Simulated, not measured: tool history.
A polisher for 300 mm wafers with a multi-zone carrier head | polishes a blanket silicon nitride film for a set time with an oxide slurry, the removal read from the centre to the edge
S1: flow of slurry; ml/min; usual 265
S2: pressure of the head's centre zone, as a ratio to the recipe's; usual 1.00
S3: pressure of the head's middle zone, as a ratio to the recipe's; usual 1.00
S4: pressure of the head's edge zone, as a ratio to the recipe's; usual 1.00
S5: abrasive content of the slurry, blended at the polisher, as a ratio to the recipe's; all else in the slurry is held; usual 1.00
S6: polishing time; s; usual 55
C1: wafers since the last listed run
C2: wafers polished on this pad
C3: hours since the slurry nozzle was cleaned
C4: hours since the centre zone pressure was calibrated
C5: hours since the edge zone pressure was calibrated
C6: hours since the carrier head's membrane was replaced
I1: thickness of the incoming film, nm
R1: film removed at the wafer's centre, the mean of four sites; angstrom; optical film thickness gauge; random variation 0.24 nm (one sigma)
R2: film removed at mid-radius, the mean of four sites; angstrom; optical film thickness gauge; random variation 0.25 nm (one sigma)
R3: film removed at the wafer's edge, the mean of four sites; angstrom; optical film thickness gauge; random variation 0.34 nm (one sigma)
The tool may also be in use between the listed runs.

run   hour   S1    S2    S3    S4    S5  S6    C1    C2     C3      C4     C5     C6     I1   R1   R2   R3
  1    0.0  265  1.00  1.00  1.00  1.00  55     0   646   27.1   957.2  865.1    5.2  289.9  249  244  240
  2   19.3  265  1.00  1.00  1.00  1.00  55   218   865   46.4   976.5  884.4   24.5  291.5  246  240  237
      52.2  -- edge zone pressure recalibrated
  3   53.6  265  1.00  1.00  1.00  1.00  55   365  1230   80.7  1010.8    1.4   58.8  291.9  248  233  242
  4   75.4  265  1.00  1.00  1.11  1.00  55   246  1477  102.5  1032.6   23.2   80.6  296.2  245  239  249
  5   94.0  265  1.00  1.00  1.00  1.00  55   210  1687  121.1  1051.2   41.8   99.2  292.0  241  238  239
  6  111.7  265  1.00  1.00  1.00  1.00  55   200  1888  138.8  1068.9   59.5  116.9  290.3  242  238  236
     126.1  -- worn pad replaced by a new one
  7  145.7  225  1.00  1.00  1.00  1.00  55   339   222  172.8  1102.9   93.5  150.9  293.3  248  240  239
  8  168.1  195  1.12  1.00  1.00  1.00  55   253   475  195.2  1125.3  115.9  173.3  288.5  264  233  229
  9  199.8  225  1.09  1.00  1.00  0.80  66   358   834  226.9  1157.0  147.6  205.0  288.6  291  258  252
 10  212.2  265  1.00  0.89  1.00  1.00  55   140   974  239.3  1169.4  160.0  217.4  292.2  244  222  239
 11  227.5  235  1.10  1.00  0.93  1.00  71   173  1147  254.6  1184.7  175.3  232.7  290.0  348  302  302
 12  257.1  315  0.96  1.00  0.97  1.00  55   334  1482  284.2  1214.3  204.9  262.3  290.1  238  239  244
 13  272.8  265  1.00  1.00  1.00  1.00  55   177  1660  299.9  1230.0  220.6  278.0  288.3  239  236  237
 14  299.3  265  1.00  1.00  0.96  0.85  68   299  1960  326.4  1256.5  247.1  304.5  286.8  284  275  271
     309.9  -- worn pad replaced by a new one
 15  319.4  265  1.00  1.00  1.00  1.20  55   182   107  346.5  1276.6  267.2  324.6  292.7  274  265  266
     324.0  -- centre zone pressure recalibrated
 16  338.5  265  1.00  1.00  1.00  1.00  55   193   300  365.6    14.5  286.3  343.7  290.9  253  248  242
 17  438.6  265  1.00  0.89  1.00  1.00  55  1132  1433  465.7   114.6  386.4  443.8  286.9  248  221  239
 18  452.7  265  1.11  1.00  1.00  1.00  55   159  1592  479.8   128.7  400.5  457.9  293.4  274  237  238
 19  467.8  350  1.04  1.00  1.00  1.00  55   170  1763  494.9   143.8  415.6  473.0  287.4  268  246  244
     502.3  -- worn pad replaced by a new one
 20  502.8  265  0.91  1.00  1.00  1.00  55   350     5  529.9   178.8  450.6  508.0  289.3  237  248  255
 21  524.2  265  1.00  1.00  1.00  1.00  55   242   247  551.3   200.2  472.0  529.4  293.1  255  245  249
 22  539.4  265  0.89  1.08  1.00  1.00  55   172   419  566.5   215.4  487.2  544.6  284.5  224  256  243

Forecast each of these 4 alternatives for the next run:
  A  539.8  265  1.00  1.00  1.07  1.00  55   4  424  566.9  215.8  487.6  545.0  296.5   ?   ?   ?
  B  539.8  185  1.00  1.00  1.09  1.00  62   4  424  566.9  215.8  487.6  545.0  296.5   ?   ?   ?
  C  539.8  340  1.00  1.00  0.89  1.30  55   4  424  566.9  215.8  487.6  545.0  296.5   ?   ?   ?
  D  539.8  265  0.92  1.00  0.96  1.00  45   4  424  566.9  215.8  487.6  545.0  296.5   ?   ?   ?

run   R1   R2   R3
  A  251  241  248
  B  266  258  271
  C  283  271  262
  D  189  198  196
Without the tool's hidden state the same runs would have given:
run   R1   R2   R3
  A  261  251  258
  B  277  268  282
  C  294  282  272
  D  196  206  204
